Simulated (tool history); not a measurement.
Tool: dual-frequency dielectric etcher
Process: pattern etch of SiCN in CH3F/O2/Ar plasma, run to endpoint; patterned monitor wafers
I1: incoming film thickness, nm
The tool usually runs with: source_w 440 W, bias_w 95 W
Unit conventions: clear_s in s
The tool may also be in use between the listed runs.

run 1 hour=0 | source_w=440 bias_w=95 | I1=10.66 | clear_s=25.5
run 2 hour=68.9 | source_w=440 bias_w=95 | I1=10.66 | clear_s=25.4
-- hour=101.9 wet clean of the chamber
run 3 hour=176.9 | source_w=440 bias_w=95 | I1=10.69 | clear_s=25.6
run 4 hour=242 | source_w=380 bias_w=112 | I1=10.77 | clear_s=26
run 5 hour=280.6 | source_w=380 bias_w=112 | I1=10.62 | clear_s=25.8
run 6 hour=324.3 | source_w=380 bias_w=112 | I1=10.71 | clear_s=26.2
run 7 hour=361.1 | source_w=440 bias_w=95 | I1=10.67 | clear_s=25.4
run 8 hour=405.6 | source_w=440 bias_w=95 | I1=10.7 | clear_s=25.6
run 9 hour=489.6 | source_w=440 bias_w=89 | I1=10.79 | clear_s=26.4
run 10 hour=549.3 | source_w=440 bias_w=89 | I1=10.71 | clear_s=26.2
-- hour=612.4 wet clean of the chamber
run 11 hour=625.5 | source_w=440 bias_w=95 | I1=10.66 | clear_s=25.4
run 12 hour=729.6 | source_w=470 bias_w=95 | I1=10.71 | clear_s=24.6
run 13 hour=778.9 | source_w=470 bias_w=95 | I1=10.67 | clear_s=24.7
run 14 hour=819.7 | source_w=470 bias_w=95 | I1=10.68 | clear_s=24.7
-- hour=903.8 upper electrode replaced
run 15 hour=926.2 | source_w=410 bias_w=86 | I1=10.57 | clear_s=27.6
run 16 hour=991.8 | source_w=470 bias_w=95 | I1=10.66 | clear_s=24.3
run 17 hour=1050.6 | source_w=490 bias_w=103 | I1=10.82 | clear_s=23.3
-- hour=1119.7 wet clean of the chamber
run 18 hour=1138 | source_w=470 bias_w=88 | I1=10.68 | clear_s=25.3
run 19 hour=1225.4 | source_w=490 bias_w=104 | I1=10.73 | clear_s=23.1

The next listed run, before its measurement:
run 20 hour=1291.3 | source_w=540 bias_w=108 | I1=10.64 | clear_s=?

{"run 20": {"clear_s": 21.4}}
Were there no unlogged condition in the tool, this run, its random variation unchanged, would have produced clear_s 21.4 s.
